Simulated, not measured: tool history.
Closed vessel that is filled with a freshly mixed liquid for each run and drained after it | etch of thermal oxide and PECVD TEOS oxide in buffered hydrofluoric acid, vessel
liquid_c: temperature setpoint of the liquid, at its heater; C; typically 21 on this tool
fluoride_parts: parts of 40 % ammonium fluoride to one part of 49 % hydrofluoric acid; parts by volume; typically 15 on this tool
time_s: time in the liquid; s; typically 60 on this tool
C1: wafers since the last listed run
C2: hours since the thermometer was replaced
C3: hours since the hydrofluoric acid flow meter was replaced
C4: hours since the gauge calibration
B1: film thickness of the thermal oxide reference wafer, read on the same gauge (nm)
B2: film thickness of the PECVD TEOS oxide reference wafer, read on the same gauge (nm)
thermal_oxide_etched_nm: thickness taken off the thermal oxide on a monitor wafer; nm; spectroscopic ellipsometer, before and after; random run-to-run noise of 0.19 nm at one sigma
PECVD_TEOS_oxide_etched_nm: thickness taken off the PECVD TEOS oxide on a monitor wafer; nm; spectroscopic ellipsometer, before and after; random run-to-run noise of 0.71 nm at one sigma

{"run": 1, "hour": 0.0, "liquid_c": 21, "fluoride_parts": 15, "time_s": 60, "C1": 0, "C2": 1490.6, "C3": 2307.3, "C4": 461.2, "B1": 150, "B2": 150.03, "thermal_oxide_etched_nm": 31.82, "PECVD_TEOS_oxide_etched_nm": 96.71}
{"run": 2, "hour": 6.8, "liquid_c": 21, "fluoride_parts": 15, "time_s": 60, "C1": 449, "C2": 1497.4, "C3": 2314.1, "C4": 468, "B1": 150.03, "B2": 149.97, "thermal_oxide_etched_nm": 31.65, "PECVD_TEOS_oxide_etched_nm": 97.17}
{"run": 3, "hour": 21.3, "liquid_c": 21, "fluoride_parts": 15, "time_s": 60, "C1": 958, "C2": 1511.9, "C3": 2328.6, "C4": 482.5, "B1": 150.01, "B2": 149.99, "thermal_oxide_etched_nm": 31.68, "PECVD_TEOS_oxide_etched_nm": 96.19}
{"run": 4, "hour": 37.2, "liquid_c": 22.5, "fluoride_parts": 15, "time_s": 60, "C1": 1051, "C2": 1527.8, "C3": 2344.5, "C4": 498.4, "B1": 150.02, "B2": 149.98, "thermal_oxide_etched_nm": 34.23, "PECVD_TEOS_oxide_etched_nm": 104.55}
{"run": 5, "hour": 43.7, "liquid_c": 21, "fluoride_parts": 15, "time_s": 75, "C1": 429, "C2": 1534.3, "C3": 2351, "C4": 504.9, "B1": 150, "B2": 149.99, "thermal_oxide_etched_nm": 39.68, "PECVD_TEOS_oxide_etched_nm": 120.51}
{"run": 6, "hour": 60.1, "liquid_c": 21, "fluoride_parts": 15, "time_s": 60, "C1": 1084, "C2": 1550.7, "C3": 2367.4, "C4": 521.3, "B1": 149.99, "B2": 150.02, "thermal_oxide_etched_nm": 31.59, "PECVD_TEOS_oxide_etched_nm": 96.77}
{"hour": 64.4, "done": "hydrofluoric acid flow meter replaced"}
{"run": 7, "hour": 74.3, "liquid_c": 19, "fluoride_parts": 15, "time_s": 30, "C1": 872, "C2": 1564.9, "C3": 9.9, "C4": 535.5, "B1": 150.02, "B2": 150.02, "thermal_oxide_etched_nm": 14.17, "PECVD_TEOS_oxide_etched_nm": 42.68}
{"run": 8, "hour": 84.7, "liquid_c": 26, "fluoride_parts": 15, "time_s": 60, "C1": 687, "C2": 1575.3, "C3": 20.3, "C4": 545.9, "B1": 149.99, "B2": 149.98, "thermal_oxide_etched_nm": 41.95, "PECVD_TEOS_oxide_etched_nm": 127.4}
{"hour": 87.3, "done": "gauge calibrated"}
{"run": 9, "hour": 90.9, "liquid_c": 25.5, "fluoride_parts": 19, "time_s": 50, "C1": 409, "C2": 1581.5, "C3": 26.5, "C4": 3.6, "B1": 150.01, "B2": 150.01, "thermal_oxide_etched_nm": 26.48, "PECVD_TEOS_oxide_etched_nm": 81.8}
{"run": 10, "hour": 103.2, "liquid_c": 19.5, "fluoride_parts": 17.5, "time_s": 90, "C1": 813, "C2": 1593.8, "C3": 38.8, "C4": 15.9, "B1": 149.99, "B2": 150, "thermal_oxide_etched_nm": 37.07, "PECVD_TEOS_oxide_etched_nm": 113.11}
{"run": 11, "hour": 136.1, "liquid_c": 21, "fluoride_parts": 9, "time_s": 95, "C1": 2175, "C2": 1626.7, "C3": 71.7, "C4": 48.8, "B1": 150, "B2": 149.99, "thermal_oxide_etched_nm": 78.97, "PECVD_TEOS_oxide_etched_nm": 243.28}
{"run": 12, "hour": 145.6, "liquid_c": 21, "fluoride_parts": 11, "time_s": 35, "C1": 628, "C2": 1636.2, "C3": 81.2, "C4": 58.3, "B1": 150.02, "B2": 150.02, "thermal_oxide_etched_nm": 24.73, "PECVD_TEOS_oxide_etched_nm": 74.63}
{"run": 13, "hour": 160.0, "liquid_c": 21, "fluoride_parts": 10.5, "time_s": 60, "C1": 952, "C2": 1650.6, "C3": 95.6, "C4": 72.7, "B1": 150.02, "B2": 150.02, "thermal_oxide_etched_nm": 44.2, "PECVD_TEOS_oxide_etched_nm": 135.51}
{"run": 14, "hour": 173.6, "liquid_c": 17, "fluoride_parts": 11.5, "time_s": 45, "C1": 899, "C2": 1664.2, "C3": 109.2, "C4": 86.3, "B1": 149.98, "B2": 150.01, "thermal_oxide_etched_nm": 24.37, "PECVD_TEOS_oxide_etched_nm": 73.21}
{"hour": 183.6, "done": "thermometer replaced"}
{"run": 15, "hour": 185.6, "liquid_c": 21, "fluoride_parts": 15, "time_s": 30, "C1": 727, "C2": 2, "C3": 121.2, "C4": 98.3, "B1": 149.99, "B2": 149.99, "thermal_oxide_etched_nm": 18.4, "PECVD_TEOS_oxide_etched_nm": 56.3}
{"run": 16, "hour": 192.7, "liquid_c": 21, "fluoride_parts": 15, "time_s": 60, "C1": 469, "C2": 9.1, "C3": 128.3, "C4": 105.4, "B1": 150.02, "B2": 150.03, "thermal_oxide_etched_nm": 36.77, "PECVD_TEOS_oxide_etched_nm": 112.25}
{"run": 17, "hour": 201.6, "liquid_c": 21, "fluoride_parts": 18, "time_s": 60, "C1": 588, "C2": 18, "C3": 137.2, "C4": 114.3, "B1": 149.99, "B2": 149.97, "thermal_oxide_etched_nm": 30.52, "PECVD_TEOS_oxide_etched_nm": 93.91}
{"run": 18, "hour": 210.4, "liquid_c": 21, "fluoride_parts": 15, "time_s": 60, "C1": 581, "C2": 26.8, "C3": 146, "C4": 123.1, "B1": 150, "B2": 150.03, "thermal_oxide_etched_nm": 36.78, "PECVD_TEOS_oxide_etched_nm": 112.38}
{"run": 19, "hour": 217.6, "liquid_c": 17.5, "fluoride_parts": 18, "time_s": 35, "C1": 476, "C2": 34, "C3": 153.2, "C4": 130.3, "B1": 150.01, "B2": 150.03, "thermal_oxide_etched_nm": 14.71, "PECVD_TEOS_oxide_etched_nm": 44.55}
{"run": 20, "hour": 235.4, "liquid_c": 21, "fluoride_parts": 15, "time_s": 85, "C1": 1176, "C2": 51.8, "C3": 171, "C4": 148.1, "B1": 149.98, "B2": 150.04, "thermal_oxide_etched_nm": 52.14, "PECVD_TEOS_oxide_etched_nm": 159.32}
{"run": 21, "hour": 252.0, "liquid_c": 21, "fluoride_parts": 15, "time_s": 60, "C1": 1097, "C2": 68.4, "C3": 187.6, "C4": 164.7, "B1": 150, "B2": 150, "thermal_oxide_etched_nm": 36.58, "PECVD_TEOS_oxide_etched_nm": 111.38}
{"run": 22, "hour": 262.4, "liquid_c": 21, "fluoride_parts": 9.5, "time_s": 30, "C1": 687, "C2": 78.8, "C3": 198, "C4": 175.1, "B1": 150, "B2": 150.03, "thermal_oxide_etched_nm": 28.1, "PECVD_TEOS_oxide_etched_nm": 85.76}
{"run": 23, "hour": 268.9, "liquid_c": 21, "fluoride_parts": 15, "time_s": 45, "C1": 429, "C2": 85.3, "C3": 204.5, "C4": 181.6, "B1": 149.99, "B2": 149.96, "thermal_oxide_etched_nm": 27.53, "PECVD_TEOS_oxide_etched_nm": 83.32}
{"run": 24, "hour": 282.7, "liquid_c": 18.5, "fluoride_parts": 17.5, "time_s": 70, "C1": 912, "C2": 99.1, "C3": 218.3, "C4": 195.4, "B1": 150.02, "B2": 150.01, "thermal_oxide_etched_nm": 31.84, "PECVD_TEOS_oxide_etched_nm": 96.34}
{"run": 25, "hour": 298.1, "liquid_c": 21, "fluoride_parts": 15, "time_s": 60, "C1": 1018, "C2": 114.5, "C3": 233.7, "C4": 210.8, "B1": 150.03, "B2": 149.98, "thermal_oxide_etched_nm": 36.61, "PECVD_TEOS_oxide_etched_nm": 111.23}
{"run": 26, "hour": 322.8, "liquid_c": 21, "fluoride_parts": 18, "time_s": 95, "C1": 1633, "C2": 139.2, "C3": 258.4, "C4": 235.5, "B1": 150.02, "B2": 149.96, "thermal_oxide_etched_nm": 47.9, "PECVD_TEOS_oxide_etched_nm": 146.15}
{"run": 27, "hour": 336.3, "liquid_c": 21, "fluoride_parts": 15, "time_s": 60, "C1": 892, "C2": 152.7, "C3": 271.9, "C4": 249, "B1": 150.02, "B2": 149.99, "thermal_oxide_etched_nm": 35.94, "PECVD_TEOS_oxide_etched_nm": 110.69}

Here are 3 independent what-if runs from the current tool condition. What would each one return?
{"run": "A", "hour": 337.0, "liquid_c": 21, "fluoride_parts": 15, "time_s": 60, "C1": 46, "C2": 153.4, "C3": 272.6, "C4": 249.7, "B1": "?", "B2": "?", "thermal_oxide_etched_nm": "?", "PECVD_TEOS_oxide_etched_nm": "?"}
{"run": "B", "hour": 337.0, "liquid_c": 21, "fluoride_parts": 20, "time_s": 60, "C1": 46, "C2": 153.4, "C3": 272.6, "C4": 249.7, "B1": "?", "B2": "?", "thermal_oxide_etched_nm": "?", "PECVD_TEOS_oxide_etched_nm": "?"}
{"run": "C", "hour": 337.0, "liquid_c": 22.5, "fluoride_parts": 11.5, "time_s": 85, "C1": 46, "C2": 153.4, "C3": 272.6, "C4": 249.7, "B1": "?", "B2": "?", "thermal_oxide_etched_nm": "?", "PECVD_TEOS_oxide_etched_nm": "?"}

run=A B1=150.01 B2=150.03 thermal_oxide_etched_nm=36.58 PECVD_TEOS_oxide_etched_nm=111.51
run=B B1=150.01 B2=150.03 thermal_oxide_etched_nm=27.54 PECVD_TEOS_oxide_etched_nm=83.97
run=C B1=150.01 B2=150.03 thermal_oxide_etched_nm=73.07 PECVD_TEOS_oxide_etched_nm=222.78
Had the tool no hidden state, the same runs would have come out as:
run=A thermal_oxide_etched_nm=37.34 PECVD_TEOS_oxide_etched_nm=113.84
run=B thermal_oxide_etched_nm=28.12 PECVD_TEOS_oxide_etched_nm=85.72
run=C thermal_oxide_etched_nm=74.58 PECVD_TEOS_oxide_etched_nm=227.37

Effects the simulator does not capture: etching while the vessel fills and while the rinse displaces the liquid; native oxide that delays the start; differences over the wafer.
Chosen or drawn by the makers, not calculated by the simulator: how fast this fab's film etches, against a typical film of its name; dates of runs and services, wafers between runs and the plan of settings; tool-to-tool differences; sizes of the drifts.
